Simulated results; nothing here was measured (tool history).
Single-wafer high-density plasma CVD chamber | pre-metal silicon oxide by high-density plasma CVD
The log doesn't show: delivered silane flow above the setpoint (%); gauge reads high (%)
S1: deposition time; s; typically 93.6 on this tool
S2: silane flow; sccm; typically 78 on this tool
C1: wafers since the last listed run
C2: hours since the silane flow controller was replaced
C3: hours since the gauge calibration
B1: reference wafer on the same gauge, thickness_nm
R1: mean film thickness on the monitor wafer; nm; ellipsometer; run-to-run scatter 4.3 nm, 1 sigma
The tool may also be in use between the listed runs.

run 1 hour=0 | S1=93.6 S2=78 | C1=0 C2=2998.9 C3=672.9 | B1=859.995 | R1=847.648
run 2 hour=41.6 | S1=93.6 S2=78 | C1=729 C2=3040.5 C3=714.5 | B1=859.963 | R1=855.094
run 3 hour=144.1 | S1=93.6 S2=78 | C1=1798 C2=3143 C3=817 | B1=859.602 | R1=848.698
run 4 hour=212.3 | S1=93.6 S2=78 | C1=1196 C2=3211.2 C3=885.2 | B1=860.87 | R1=860.067
run 5 hour=305.2 | S1=93.6 S2=78 | C1=1629 C2=3304.1 C3=978.1 | B1=860.949 | R1=854.792
run 6 hour=390.2 | S1=86.9 S2=78 | C1=1491 C2=3389.1 C3=1063.1 | B1=861.287 | R1=794.878
run 7 hour=489.5 | S1=86.9 S2=78 | C1=1742 C2=3488.4 C3=1162.4 | B1=860.549 | R1=789.987
run 8 hour=543.6 | S1=86.9 S2=78 | C1=949 C2=3542.5 C3=1216.5 | B1=859.389 | R1=790.871
run 9 hour=622.9 | S1=93.6 S2=78 | C1=1391 C2=3621.8 C3=1295.8 | B1=860.466 | R1=855.966
run 10 hour=668.2 | S1=93.6 S2=78 | C1=794 C2=3667.1 C3=1341.1 | B1=859.799 | R1=849.647
run 11 hour=729.6 | S1=93.6 S2=78 | C1=1077 C2=3728.5 C3=1402.5 | B1=859.895 | R1=854.748
run 12 hour=805.7 | S1=93.6 S2=89 | C1=1335 C2=3804.6 C3=1478.6 | B1=860.403 | R1=933.24
run 13 hour=907.5 | S1=93.6 S2=89 | C1=1786 C2=3906.4 C3=1580.4 | B1=859.705 | R1=930.625
run 14 hour=991.8 | S1=93.6 S2=75 | C1=1478 C2=3990.7 C3=1664.7 | B1=858.883 | R1=839.22
run 15 hour=1043.4 | S1=93.6 S2=78 | C1=905 C2=4042.3 C3=1716.3 | B1=859.636 | R1=855.229
run 16 hour=1088.5 | S1=93.6 S2=78 | C1=791 C2=4087.4 C3=1761.4 | B1=860.394 | R1=854.589
run 17 hour=1192 | S1=93.6 S2=78 | C1=1815 C2=4190.9 C3=1864.9 | B1=859.903 | R1=852.974
run 18 hour=1271.4 | S1=93.6 S2=88 | C1=1393 C2=4270.3 C3=1944.3 | B1=861.022 | R1=913.824
run 19 hour=1342.3 | S1=93.6 S2=78 | C1=1243 C2=4341.2 C3=2015.2 | B1=860.331 | R1=856.064
run 20 hour=1415.4 | S1=93.6 S2=78 | C1=1282 C2=4414.3 C3=2088.3 | B1=859.399 | R1=862.65
run 21 hour=1472.1 | S1=93.6 S2=78 | C1=994 C2=4471 C3=2145 | B1=860.732 | R1=851.467
run 22 hour=1514.4 | S1=93.6 S2=73 | C1=742 C2=4513.3 C3=2187.3 | B1=860.028 | R1=823.857
run 23 hour=1604.7 | S1=86.9 S2=78 | C1=1584 C2=4603.6 C3=2277.6 | B1=859.678 | R1=797.493
-- hour=1626.4 gauge calibrated
-- hour=1649 silane flow controller replaced
run 24 hour=1665.9 | S1=93.6 S2=78 | C1=933 C2=16.9 C3=39.5 | B1=859.187 | R1=883.222
run 25 hour=1729 | S1=93.6 S2=78 | C1=1107 C2=80 C3=102.6 | B1=859.04 | R1=869.487

Forecast run 26:
run 26 hour=1822.8 | S1=93.6 S2=78 | C1=1645 C2=173.8 C3=196.4 | B1=? | R1=?

{"run 26": {"B1": 860.112, "R1": 885.945}}
Take away the tool's hidden state, keep the run-to-run variation as it was, and the same run would have given R1 848.416 nm.
